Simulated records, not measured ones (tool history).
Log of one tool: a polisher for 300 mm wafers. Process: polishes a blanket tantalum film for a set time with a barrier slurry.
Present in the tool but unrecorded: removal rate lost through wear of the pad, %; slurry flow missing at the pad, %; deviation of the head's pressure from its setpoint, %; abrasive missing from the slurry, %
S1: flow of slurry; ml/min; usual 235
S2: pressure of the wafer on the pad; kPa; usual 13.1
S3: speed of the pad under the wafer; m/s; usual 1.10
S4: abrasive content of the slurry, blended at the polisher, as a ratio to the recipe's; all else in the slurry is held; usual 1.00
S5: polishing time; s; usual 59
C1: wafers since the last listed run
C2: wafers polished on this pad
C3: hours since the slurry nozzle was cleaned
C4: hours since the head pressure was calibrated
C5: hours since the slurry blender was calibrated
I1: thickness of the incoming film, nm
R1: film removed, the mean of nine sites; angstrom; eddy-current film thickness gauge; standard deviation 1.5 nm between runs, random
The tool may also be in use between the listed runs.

run,hour,S1,S2,S3,S4,S5,C1,C2,C3,C4,C5,I1,R1
1,0.0,235,13.1,1.10,1.00,59,0,4224,113.8,97.4,143.1,288.5,1048
2,266.0,235,13.1,1.10,1.00,59,3178,7402,379.8,363.4,409.1,288.7,1008
3,333.6,235,13.1,1.10,1.00,74,807,8210,447.4,431.0,476.7,292.7,1255
# hour 383.3: worn pad replaced by a new one, of another model than before
4,398.1,235,13.1,1.10,1.00,74,722,177,511.9,495.5,541.2,290.8,1268
5,454.3,235,15.9,1.10,1.00,47,671,848,568.1,551.7,597.4,290.7,903
6,509.4,235,15.9,1.10,1.00,47,658,1507,623.2,606.8,652.5,290.4,908
7,599.2,235,15.9,1.10,1.00,47,1072,2579,713.0,696.6,742.3,289.3,877
# hour 610.7: slurry nozzle cleaned
# hour 639.3: slurry blender recalibrated
8,657.2,210,13.1,1.36,1.00,59,657,3237,46.5,754.6,17.9,294.4,1200
9,706.0,265,13.1,1.32,0.75,59,583,3820,95.3,803.4,66.7,290.5,1102
10,812.0,285,15.9,1.10,1.00,40,1266,5086,201.3,909.4,172.7,287.2,855
11,910.9,235,16.5,1.10,0.70,51,1181,6268,300.2,1008.3,271.6,285.3,984
# hour 932.1: head pressure recalibrated
12,967.0,235,13.1,1.10,1.00,50,646,6914,356.3,34.9,327.7,289.2,878
13,1045.3,235,13.1,1.10,1.00,59,935,7850,434.6,113.2,406.0,295.5,1029
# hour 1098.9: worn pad replaced by a new one
14,1122.5,310,16.5,1.10,1.00,59,874,282,511.8,190.4,483.2,286.9,1178
15,1196.2,235,13.1,1.10,0.90,59,880,1162,585.5,264.1,556.9,293.8,953
16,1270.6,155,13.1,0.74,1.00,65,888,2051,659.9,338.5,631.3,289.9,853
# hour 1338.8: slurry blender recalibrated
17,1347.3,275,13.1,1.10,1.15,59,892,2944,736.6,415.2,8.5,289.6,1120
18,1409.7,235,13.1,1.10,0.80,66,745,3689,799.0,477.6,70.9,286.9,1119
19,1475.9,180,11.0,1.24,1.00,40,790,4480,865.2,543.8,137.1,287.2,698
20,1516.2,235,13.1,1.10,1.00,59,481,4962,905.5,584.1,177.4,289.6,1070
# hour 1569.6: slurry nozzle cleaned
21,1579.0,235,13.1,1.10,1.30,59,738,5700,9.4,646.9,240.2,293.7,1121
22,1652.5,160,9.7,0.86,1.00,43,878,6578,82.9,720.4,313.7,293.0,527
23,1691.8,180,11.0,1.24,1.00,40,469,7048,122.2,759.7,353.0,287.4,664
# hour 1772.0: head pressure recalibrated
24,1786.4,235,13.1,1.10,1.00,59,1106,8154,216.8,14.4,447.6,289.7,1019
25,1845.4,270,13.1,1.10,0.70,59,704,8859,275.8,73.4,506.6,284.2,892
# hour 1852.4: worn pad replaced by a new one
26,1923.8,235,13.1,1.10,1.00,59,888,853,354.2,151.8,585.0,292.7,993
# hour 2012.9: slurry blender recalibrated
27,2013.4,235,13.1,1.10,1.00,59,1046,1899,443.8,241.4,0.5,293.9,1085
28,2055.1,165,15.9,1.10,1.00,59,498,2397,485.5,283.1,42.2,288.6,1243
29,2148.6,235,9.7,1.10,1.00,59,1117,3514,579.0,376.6,135.7,289.7,862
30,2206.2,170,11.0,1.10,1.30,70,688,4203,636.6,434.2,193.3,290.0,1186
31,2256.6,235,13.1,1.10,1.00,59,602,4805,687.0,484.6,243.7,290.7,1045

Alternative continuations, all from the tool just after run 31; predict every row:
A,2257.0,235,13.1,1.48,1.00,59,4,4810,687.4,485.0,244.1,293.9,?
B,2257.0,235,13.1,1.10,1.25,59,4,4810,687.4,485.0,244.1,293.9,?
C,2257.0,195,13.1,1.44,0.90,44,4,4810,687.4,485.0,244.1,293.9,?

run,R1
A,1256
B,1106
C,886
With no hidden state in the tool, these same runs would have given:
run,R1
A,1302
B,1141
C,921
